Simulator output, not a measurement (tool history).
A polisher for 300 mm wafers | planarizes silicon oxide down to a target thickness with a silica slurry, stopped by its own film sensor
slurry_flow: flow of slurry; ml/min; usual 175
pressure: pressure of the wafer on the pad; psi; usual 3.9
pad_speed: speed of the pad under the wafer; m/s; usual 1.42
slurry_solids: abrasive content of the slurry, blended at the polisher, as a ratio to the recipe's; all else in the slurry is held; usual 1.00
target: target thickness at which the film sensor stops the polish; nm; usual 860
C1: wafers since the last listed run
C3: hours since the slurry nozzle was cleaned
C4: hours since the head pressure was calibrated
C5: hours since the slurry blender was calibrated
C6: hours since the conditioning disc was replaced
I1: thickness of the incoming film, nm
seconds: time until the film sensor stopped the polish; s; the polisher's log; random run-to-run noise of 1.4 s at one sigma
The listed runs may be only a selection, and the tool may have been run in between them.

{"run": 1, "day": 0.0, "slurry_flow": 175, "pressure": 3.9, "pad_speed": 1.42, "slurry_solids": 1.0, "target": 860, "C1": 0, "wafers polished on this pad": 231, "C3": 369.3, "C4": 193.8, "C5": 327.1, "C6": 51.5, "I1": 1278.2, "seconds": 119.8}
{"day": 3.992, "done": "slurry nozzle cleaned"}
{"day": 5.779, "done": "slurry blender recalibrated"}
{"run": 2, "day": 9.008, "slurry_flow": 175, "pressure": 3.9, "pad_speed": 1.42, "slurry_solids": 1.0, "target": 860, "C1": 2387, "wafers polished on this pad": 2618, "C3": 120.4, "C4": 410.0, "C5": 77.5, "C6": 267.7, "I1": 1256.9, "seconds": 108.1}
{"run": 3, "day": 10.508, "slurry_flow": 175, "pressure": 3.9, "pad_speed": 1.42, "slurry_solids": 1.0, "target": 860, "C1": 403, "wafers polished on this pad": 3021, "C3": 156.4, "C4": 446.0, "C5": 113.5, "C6": 303.7, "I1": 1285.7, "seconds": 115.0}
{"day": 13.204, "done": "conditioning disc replaced and pad reconditioned"}
{"day": 14.854, "done": "worn pad replaced by a new one"}
{"run": 4, "day": 14.875, "slurry_flow": 130, "pressure": 3.9, "pad_speed": 1.06, "slurry_solids": 1.0, "target": 860, "C1": 1106, "wafers polished on this pad": 5, "C3": 261.2, "C4": 550.8, "C5": 218.3, "C6": 40.1, "I1": 1261.8, "seconds": 145.5}
{"run": 5, "day": 18.683, "slurry_flow": 175, "pressure": 3.9, "pad_speed": 1.42, "slurry_solids": 1.0, "target": 790, "C1": 1023, "wafers polished on this pad": 1028, "C3": 352.6, "C4": 642.2, "C5": 309.7, "C6": 131.5, "I1": 1266.2, "seconds": 137.6}
{"day": 19.908, "done": "slurry nozzle cleaned"}
{"run": 6, "day": 21.188, "slurry_flow": 175, "pressure": 3.9, "pad_speed": 1.42, "slurry_solids": 1.0, "target": 790, "C1": 661, "wafers polished on this pad": 1690, "C3": 30.7, "C4": 702.3, "C5": 369.8, "C6": 191.6, "I1": 1306.0, "seconds": 141.1}
{"day": 22.65, "done": "slurry blender recalibrated"}
{"run": 7, "day": 24.421, "slurry_flow": 175, "pressure": 3.9, "pad_speed": 1.42, "slurry_solids": 1.0, "target": 790, "C1": 846, "wafers polished on this pad": 2536, "C3": 108.3, "C4": 779.9, "C5": 42.5, "C6": 269.2, "I1": 1268.6, "seconds": 129.0}
{"day": 30.212, "done": "conditioning disc replaced and pad reconditioned"}
{"day": 31.196, "done": "head pressure recalibrated"}
{"day": 32.446, "done": "worn pad replaced by a new one"}
{"run": 8, "day": 36.388, "slurry_flow": 175, "pressure": 3.0, "pad_speed": 1.42, "slurry_solids": 1.0, "target": 860, "C1": 3125, "wafers polished on this pad": 1059, "C3": 395.5, "C4": 124.6, "C5": 329.7, "C6": 148.2, "I1": 1275.9, "seconds": 157.2}
{"day": 37.312, "done": "slurry nozzle cleaned"}
{"run": 9, "day": 40.508, "slurry_flow": 175, "pressure": 3.9, "pad_speed": 1.42, "slurry_solids": 1.1, "target": 860, "C1": 1096, "wafers polished on this pad": 2155, "C3": 76.7, "C4": 223.5, "C5": 428.6, "C6": 247.1, "I1": 1291.8, "seconds": 117.0}
{"day": 40.692, "done": "slurry blender recalibrated"}
{"run": 10, "day": 44.879, "slurry_flow": 175, "pressure": 3.9, "pad_speed": 1.42, "slurry_solids": 1.0, "target": 860, "C1": 1152, "wafers polished on this pad": 3307, "C3": 181.6, "C4": 328.4, "C5": 100.5, "C6": 352.0, "I1": 1299.0, "seconds": 119.8}
{"run": 11, "day": 46.9, "slurry_flow": 175, "pressure": 3.9, "pad_speed": 1.42, "slurry_solids": 1.0, "target": 958, "C1": 543, "wafers polished on this pad": 3850, "C3": 230.1, "C4": 376.9, "C5": 149.0, "C6": 400.5, "I1": 1294.4, "seconds": 91.3}
{"day": 48.742, "done": "worn pad replaced by a new one"}
{"day": 48.971, "done": "conditioning disc replaced and pad reconditioned"}
{"run": 12, "day": 49.954, "slurry_flow": 205, "pressure": 3.9, "pad_speed": 1.2, "slurry_solids": 1.0, "target": 860, "C1": 753, "wafers polished on this pad": 303, "C3": 303.4, "C4": 450.2, "C5": 222.3, "C6": 23.6, "I1": 1303.3, "seconds": 138.9}
{"run": 13, "day": 51.508, "slurry_flow": 200, "pressure": 5.1, "pad_speed": 1.42, "slurry_solids": 1.0, "target": 860, "C1": 417, "wafers polished on this pad": 721, "C3": 340.7, "C4": 487.5, "C5": 259.6, "C6": 60.9, "I1": 1251.9, "seconds": 84.2}
{"run": 14, "day": 55.508, "slurry_flow": 175, "pressure": 3.9, "pad_speed": 1.42, "slurry_solids": 1.0, "target": 752, "C1": 1074, "wafers polished on this pad": 1796, "C3": 436.7, "C4": 583.5, "C5": 355.6, "C6": 156.9, "I1": 1273.7, "seconds": 151.7}
{"day": 56.921, "done": "slurry nozzle cleaned"}
{"day": 58.258, "done": "slurry blender recalibrated"}
{"run": 15, "day": 58.888, "slurry_flow": 175, "pressure": 3.9, "pad_speed": 1.86, "slurry_solids": 1.0, "target": 860, "C1": 874, "wafers polished on this pad": 2670, "C3": 47.2, "C4": 664.6, "C5": 15.1, "C6": 238.0, "I1": 1276.3, "seconds": 90.2}
{"run": 16, "day": 63.204, "slurry_flow": 215, "pressure": 3.9, "pad_speed": 1.78, "slurry_solids": 1.3, "target": 753, "C1": 1159, "wafers polished on this pad": 3830, "C3": 150.8, "C4": 768.2, "C5": 118.7, "C6": 341.6, "I1": 1282.2, "seconds": 100.8}
{"day": 66.438, "done": "worn pad replaced by a new one"}
{"run": 17, "day": 66.508, "slurry_flow": 155, "pressure": 3.9, "pad_speed": 0.98, "slurry_solids": 1.25, "target": 785, "C1": 843, "wafers polished on this pad": 19, "C3": 230.1, "C4": 847.5, "C5": 198.0, "C6": 420.9, "I1": 1291.5, "seconds": 167.5}
{"day": 67.683, "done": "conditioning disc replaced and pad reconditioned"}
{"day": 67.975, "done": "head pressure recalibrated"}
{"run": 18, "day": 69.592, "slurry_flow": 175, "pressure": 3.9, "pad_speed": 1.42, "slurry_solids": 0.9, "target": 860, "C1": 783, "wafers polished on this pad": 803, "C3": 304.1, "C4": 38.8, "C5": 272.0, "C6": 45.8, "I1": 1283.6, "seconds": 128.1}
{"run": 19, "day": 71.204, "slurry_flow": 175, "pressure": 3.9, "pad_speed": 1.42, "slurry_solids": 1.0, "target": 860, "C1": 433, "wafers polished on this pad": 1236, "C3": 342.8, "C4": 77.5, "C5": 310.7, "C6": 84.5, "I1": 1275.1, "seconds": 119.0}
{"day": 73.392, "done": "slurry nozzle cleaned"}
{"day": 75.508, "done": "slurry blender recalibrated"}
{"run": 20, "day": 75.579, "slurry_flow": 175, "pressure": 2.6, "pad_speed": 1.04, "slurry_solids": 0.8, "target": 860, "C1": 1142, "wafers polished on this pad": 2378, "C3": 52.5, "C4": 182.5, "C5": 1.7, "C6": 189.5, "I1": 1280.9, "seconds": 269.5}
{"run": 21, "day": 80.012, "slurry_flow": 175, "pressure": 3.9, "pad_speed": 1.42, "slurry_solids": 1.0, "target": 860, "C1": 1191, "wafers polished on this pad": 3569, "C3": 158.9, "C4": 288.9, "C5": 108.1, "C6": 295.9, "I1": 1276.7, "seconds": 114.0}
{"day": 81.662, "done": "worn pad replaced by a new one"}
{"day": 82.912, "done": "conditioning disc replaced and pad reconditioned"}
{"run": 22, "day": 83.067, "slurry_flow": 140, "pressure": 4.5, "pad_speed": 1.42, "slurry_solids": 1.1, "target": 785, "C1": 753, "wafers polished on this pad": 355, "C3": 232.2, "C4": 362.2, "C5": 181.4, "C6": 3.7, "I1": 1302.5, "seconds": 117.9}
{"run": 23, "day": 85.542, "slurry_flow": 175, "pressure": 3.9, "pad_speed": 1.42, "slurry_solids": 1.0, "target": 860, "C1": 665, "wafers polished on this pad": 1020, "C3": 291.6, "C4": 421.6, "C5": 240.8, "C6": 63.1, "I1": 1277.7, "seconds": 116.7}

Here are 4 independent what-if runs from the current tool condition. What would each one return?
{"run": "A", "day": 85.562, "slurry_flow": 175, "pressure": 3.9, "pad_speed": 1.42, "slurry_solids": 1.0, "target": 860, "C1": 5, "wafers polished on this pad": 1026, "C3": 292.1, "C4": 422.1, "C5": 241.3, "C6": 63.6, "I1": 1268.8, "seconds": "?"}
{"run": "B", "day": 85.562, "slurry_flow": 140, "pressure": 4.4, "pad_speed": 1.42, "slurry_solids": 1.3, "target": 860, "C1": 5, "wafers polished on this pad": 1026, "C3": 292.1, "C4": 422.1, "C5": 241.3, "C6": 63.6, "I1": 1268.8, "seconds": "?"}
{"run": "C", "day": 85.562, "slurry_flow": 175, "pressure": 4.9, "pad_speed": 1.16, "slurry_solids": 1.25, "target": 898, "C1": 5, "wafers polished on this pad": 1026, "C3": 292.1, "C4": 422.1, "C5": 241.3, "C6": 63.6, "I1": 1268.8, "seconds": "?"}
{"run": "D", "day": 85.562, "slurry_flow": 145, "pressure": 5.3, "pad_speed": 1.42, "slurry_solids": 1.25, "target": 860, "C1": 5, "wafers polished on this pad": 1026, "C3": 292.1, "C4": 422.1, "C5": 241.3, "C6": 63.6, "I1": 1268.8, "seconds": "?"}

run=A seconds=114.2
run=B seconds=88.5
run=C seconds=84.2
run=D seconds=74.7
Without the tool's hidden state the same runs would have given:
run=A seconds=108.6
run=B seconds=84.1
run=C seconds=80.3
run=D seconds=71.0
